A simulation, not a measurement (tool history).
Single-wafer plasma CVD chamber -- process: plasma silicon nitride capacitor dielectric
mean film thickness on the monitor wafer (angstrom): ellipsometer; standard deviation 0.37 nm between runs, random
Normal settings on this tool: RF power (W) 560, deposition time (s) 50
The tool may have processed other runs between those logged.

run	hour	RF power (W)	deposition time (s)	read-back reference wafer on the same gauge, thickness_nm	mean film thickness on the monitor wafer (angstrom)
1	0	560	50	60.773	745.87
2	18.5	560	50	60.777	734.86
3	32.5	560	50	60.802	739.1
4	49.1	560	52.4	60.804	784.95
5	84.4	560	52.4	60.787	766.01
6	97.4	560	50	60.838	736.13
7	122.9	560	50	60.813	743.97
8	149.6	560	50	60.836	738.38
9	172.8	560	50	60.831	747.33
10	202.7	560	50	60.807	739.51
11	217.1	560	50	60.75	734.6
12	234.9	560	50	60.841	732.74
13	251.6	560	50	60.744	740.02
14	277.4	560	50	60.829	737.29
15	292.7	560	50	60.829	726.66
16	309	560	50	60.754	730.37
17	333.3	585	50	60.861	749.97
18	358.5	585	50	60.876	741.44
# hour 382.8: gauge calibrated
19	389.1	585	50	60.907	750.41
20	407.6	560	50	60.738	733.35
21	443.1	560	50	60.752	730.85
22	462.3	560	50	60.798	727.22
23	485.4	560	50	60.809	727.63
# hour 497.3: showerhead replaced
# hour 499.7: RF generator calibrated
24	500.2	595	59.5	60.818	917.16
25	533.8	560	50	60.821	753.94
26	559.6	455	47	60.776	653.5
27	584.1	595	53.4	60.869	815.09
28	616.3	465	45.4	60.747	634.05
29	640.5	560	50	60.781	751.99
30	657.8	605	55.9	60.834	853.97
31	680.4	560	50	60.805	756.36
32	701	520	44.8	60.814	651.38
33	730.6	605	44.5	60.788	688.67
34	743.4	560	45.5	60.815	678.63
35	758.9	625	46.1	60.851	720.86
36	783.6	560	44.6	60.741	665.01
37	809.5	505	42.2	60.796	605.44
38	826.7	465	59.8	60.821	827.25
39	840.6	495	47.3	60.876	676
40	868.5	560	50	60.749	749.26
41	890.6	510	50	60.779	717.96
42	909.8	625	45.2	60.719	699.67
43	930.5	660	42.4	60.726	675.21
44	944.9	500	60	60.819	850.92
45	980.5	655	45.4	60.838	718.4

What the log doesn't show, run by run:
gauge reads high (%): 0 at every run
H1: delivered RF power above the setpoint (%)
run	H1
1	-4.63
2	-4.75
3	-4.84
4	-4.95
5	-5.18
6	-5.27
7	-5.43
8	-5.61
9	-5.76
10	-5.96
11	-6.05
12	-6.17
13	-6.28
14	-6.45
15	-6.55
16	-6.65
17	-6.81
18	-6.98
19	-7.18
20	-7.3
21	-7.53
22	-7.66
23	-7.81
24	-1.21
25	-1.43
26	-1.6
27	-1.76
28	-1.97
29	-2.13
30	-2.25
31	-2.39
32	-2.53
33	-2.72
34	-2.81
35	-2.91
36	-3.07
37	-3.24
38	-3.35
39	-3.44
40	-3.63
41	-3.77
42	-3.9
43	-4.03
44	-4.13
45	-4.36
